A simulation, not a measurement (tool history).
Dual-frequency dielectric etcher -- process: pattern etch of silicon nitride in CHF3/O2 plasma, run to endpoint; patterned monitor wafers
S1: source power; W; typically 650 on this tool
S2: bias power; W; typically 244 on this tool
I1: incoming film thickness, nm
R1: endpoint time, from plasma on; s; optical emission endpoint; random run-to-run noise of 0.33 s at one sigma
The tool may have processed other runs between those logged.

| run | day | S1 | S2 | I1 | R1 |
|---|---|---|---|---|---|
| 1 | 0.000 | 690 | 244 | 83.8 | 50.6 |
| 2 | 0.304 | 690 | 244 | 83.8 | 51.0 |
| 3 | 0.729 | 650 | 244 | 84.6 | 51.6 |
| 4 | 1.304 | 650 | 244 | 83.8 | 51.2 |
| 5 | 1.867 | 650 | 244 | 84.0 | 52.2 |
| 6 | 2.575 | 650 | 244 | 84.3 | 52.2 |
| 7 | 3.154 | 620 | 222 | 84.4 | 54.5 |
|  | 3.808 | source power generator calibrated |
|  | 4.900 | wet clean of the chamber |
| 8 | 4.921 | 620 | 222 | 83.9 | 53.9 |
| 9 | 4.933 | 620 | 222 | 84.3 | 53.4 |
| 10 | 5.162 | 650 | 244 | 85.1 | 52.3 |
|  | 6.242 | upper electrode replaced |
| 11 | 6.262 | 550 | 201 | 83.9 | 57.3 |
| 12 | 6.279 | 650 | 244 | 83.6 | 51.5 |
| 13 | 6.292 | 570 | 298 | 84.0 | 50.6 |
| 14 | 6.588 | 700 | 244 | 83.4 | 50.1 |
| 15 | 6.929 | 740 | 214 | 83.8 | 51.1 |
|  | 7.500 | bias power generator calibrated |
| 16 | 7.521 | 650 | 244 | 83.4 | 51.1 |
| 17 | 7.862 | 500 | 272 | 84.1 | 54.6 |
| 18 | 8.350 | 780 | 244 | 83.7 | 48.3 |
| 19 | 8.671 | 590 | 212 | 83.6 | 55.4 |
| 20 | 9.133 | 650 | 244 | 84.0 | 51.7 |
| 21 | 9.517 | 700 | 302 | 84.5 | 47.5 |
| 22 | 9.950 | 560 | 224 | 83.9 | 54.9 |

Forecast run 23:
| 23 | 10.533 | 560 | 244 | 84.8 | ? |

R1: 53.8 s
The same run, on a tool lacking any hidden state, would have yielded R1 53.8 s.

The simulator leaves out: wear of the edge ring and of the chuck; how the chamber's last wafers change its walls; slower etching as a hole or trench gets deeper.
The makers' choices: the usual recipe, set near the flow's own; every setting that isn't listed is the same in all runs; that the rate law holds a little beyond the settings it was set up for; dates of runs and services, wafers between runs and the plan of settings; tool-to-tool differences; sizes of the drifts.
